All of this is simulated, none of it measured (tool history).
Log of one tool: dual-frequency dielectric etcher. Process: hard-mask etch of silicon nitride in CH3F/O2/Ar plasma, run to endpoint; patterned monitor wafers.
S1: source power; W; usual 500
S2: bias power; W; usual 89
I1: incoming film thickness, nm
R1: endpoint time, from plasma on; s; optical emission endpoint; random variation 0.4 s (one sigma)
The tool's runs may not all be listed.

{"run": 1, "day": 0.0, "S1": 500, "S2": 89, "I1": 33.95, "R1": 46.5}
{"run": 2, "day": 1.238, "S1": 500, "S2": 89, "I1": 34.21, "R1": 46.7}
{"run": 3, "day": 1.817, "S1": 500, "S2": 89, "I1": 34.07, "R1": 47.8}
{"run": 4, "day": 2.721, "S1": 500, "S2": 89, "I1": 34.19, "R1": 47.0}
{"run": 5, "day": 3.729, "S1": 590, "S2": 77, "I1": 34.22, "R1": 45.3}
{"run": 6, "day": 4.488, "S1": 500, "S2": 89, "I1": 33.84, "R1": 46.5}
{"run": 7, "day": 5.238, "S1": 500, "S2": 89, "I1": 33.96, "R1": 46.4}
{"run": 8, "day": 6.529, "S1": 500, "S2": 89, "I1": 33.99, "R1": 46.9}
{"run": 9, "day": 7.479, "S1": 500, "S2": 101, "I1": 33.98, "R1": 44.4}
{"day": 8.771, "done": "source power generator calibrated"}
{"day": 9.008, "done": "upper electrode replaced"}
{"run": 10, "day": 9.029, "S1": 500, "S2": 101, "I1": 34.03, "R1": 45.5}
{"run": 11, "day": 9.621, "S1": 500, "S2": 101, "I1": 33.99, "R1": 45.5}
{"day": 12.317, "done": "wet clean of the chamber"}
{"day": 12.829, "done": "bias power generator calibrated"}
{"run": 12, "day": 13.521, "S1": 570, "S2": 72, "I1": 34.13, "R1": 44.9}
{"run": 13, "day": 14.929, "S1": 430, "S2": 73, "I1": 34.25, "R1": 54.6}
{"run": 14, "day": 16.171, "S1": 450, "S2": 89, "I1": 34.39, "R1": 48.9}
{"run": 15, "day": 17.225, "S1": 420, "S2": 110, "I1": 34.15, "R1": 46.4}
{"run": 16, "day": 17.862, "S1": 500, "S2": 101, "I1": 34.15, "R1": 43.3}
{"run": 17, "day": 21.983, "S1": 540, "S2": 102, "I1": 34.11, "R1": 41.3}
{"run": 18, "day": 22.775, "S1": 450, "S2": 80, "I1": 34.42, "R1": 53.2}
{"run": 19, "day": 24.196, "S1": 470, "S2": 81, "I1": 34.15, "R1": 50.1}
{"run": 20, "day": 25.2, "S1": 470, "S2": 67, "I1": 34.18, "R1": 54.9}
{"run": 21, "day": 25.938, "S1": 500, "S2": 89, "I1": 34.25, "R1": 47.5}
{"run": 22, "day": 26.671, "S1": 500, "S2": 72, "I1": 34.11, "R1": 50.5}
{"run": 23, "day": 28.975, "S1": 470, "S2": 101, "I1": 34.04, "R1": 46.3}

Forecast each of these 4 alternatives for the next run:
{"run": "A", "day": 28.992, "S1": 500, "S2": 89, "I1": 34.31, "R1": "?"}
{"run": "B", "day": 28.992, "S1": 500, "S2": 105, "I1": 34.31, "R1": "?"}
{"run": "C", "day": 28.992, "S1": 440, "S2": 71, "I1": 34.31, "R1": "?"}
{"run": "D", "day": 28.992, "S1": 610, "S2": 81, "I1": 34.31, "R1": "?"}

run=A R1=47.7
run=B R1=44.6
run=C R1=56.5
run=D R1=44.1
Without the tool's hidden state the same runs would have given:
run=A R1=45.5
run=B R1=42.6
run=C R1=54.0
run=D R1=42.1

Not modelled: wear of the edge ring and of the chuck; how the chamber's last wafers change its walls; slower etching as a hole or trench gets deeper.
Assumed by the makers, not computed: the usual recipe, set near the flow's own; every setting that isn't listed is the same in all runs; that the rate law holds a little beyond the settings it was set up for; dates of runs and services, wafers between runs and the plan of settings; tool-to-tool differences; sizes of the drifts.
